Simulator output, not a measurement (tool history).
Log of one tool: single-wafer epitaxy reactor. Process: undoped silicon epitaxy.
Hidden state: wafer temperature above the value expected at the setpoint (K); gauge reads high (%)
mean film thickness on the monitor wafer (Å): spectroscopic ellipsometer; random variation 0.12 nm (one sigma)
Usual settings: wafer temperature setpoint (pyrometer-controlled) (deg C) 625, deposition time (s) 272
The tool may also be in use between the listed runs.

| run | hour | wafer temperature setpoint (pyrometer-controlled) (deg C) | deposition time (s) | wafers since the last listed run | hours since the last pyrometer calibration | hours since the gauge calibration | read-back reference wafer on the same gauge, thickness_nm | mean film thickness on the monitor wafer (Å) |
|---|---|---|---|---|---|---|---|---|
| 1 | 0 | 625 | 272 | 0 | 1651.5 | 710.8 | 26.718 | 279.35 |
| 2 | 46.5 | 625 | 272 | 375 | 1698 | 757.3 | 26.661 | 280.22 |
| 3 | 112.6 | 625 | 272 | 533 | 1764.1 | 823.4 | 26.712 | 280.45 |
| 4 | 206.7 | 625 | 258 | 759 | 1858.2 | 917.5 | 26.669 | 267 |
| 5 | 500.7 | 625 | 258 | 2372 | 2152.2 | 1211.5 | 26.677 | 265.66 |
| 6 | 595.7 | 625 | 258 | 766 | 2247.2 | 1306.5 | 26.756 | 266.86 |
| 7 | 689.8 | 625 | 272 | 759 | 2341.3 | 1400.6 | 26.7 | 280.89 |
| 8 | 775.5 | 625 | 272 | 691 | 2427 | 1486.3 | 26.681 | 280.27 |
| 9 | 827 | 625 | 272 | 415 | 2478.5 | 1537.8 | 26.656 | 280.69 |
| 10 | 904.8 | 625 | 272 | 627 | 2556.3 | 1615.6 | 26.746 | 280.67 |
|  | 925.2 | gauge calibrated |
| 11 | 972.5 | 625 | 272 | 546 | 2624 | 47.3 | 26.652 | 280.43 |
| 12 | 1025.3 | 632 | 305 | 426 | 2676.8 | 100.1 | 26.696 | 373.01 |
| 13 | 1129.4 | 625 | 272 | 840 | 2780.9 | 204.2 | 26.665 | 279.99 |
|  | 1234.8 | pyrometer calibrated |
| 14 | 1266.3 | 616 | 241 | 1040 | 31.5 | 341.1 | 26.673 | 199.49 |
| 15 | 1328.7 | 620 | 231 | 503 | 93.9 | 403.5 | 26.723 | 211.07 |
| 16 | 1404.8 | 625 | 230 | 614 | 170 | 479.6 | 26.715 | 239.45 |
| 17 | 1479.4 | 625 | 296 | 602 | 244.6 | 554.2 | 26.697 | 304.63 |
| 18 | 1541.2 | 611 | 218 | 498 | 306.4 | 616 | 26.627 | 159.7 |

Forecast run 19:
| 19 | 1577.7 | 625 | 272 | 294 | 342.9 | 652.5 | ? | ? |

read-back reference wafer on the same gauge, thickness_nm: 26.709
mean film thickness on the monitor wafer (Å): 280.02
Without the tool's hidden state the same run would have given mean film thickness on the monitor wafer (Å) 280.02.
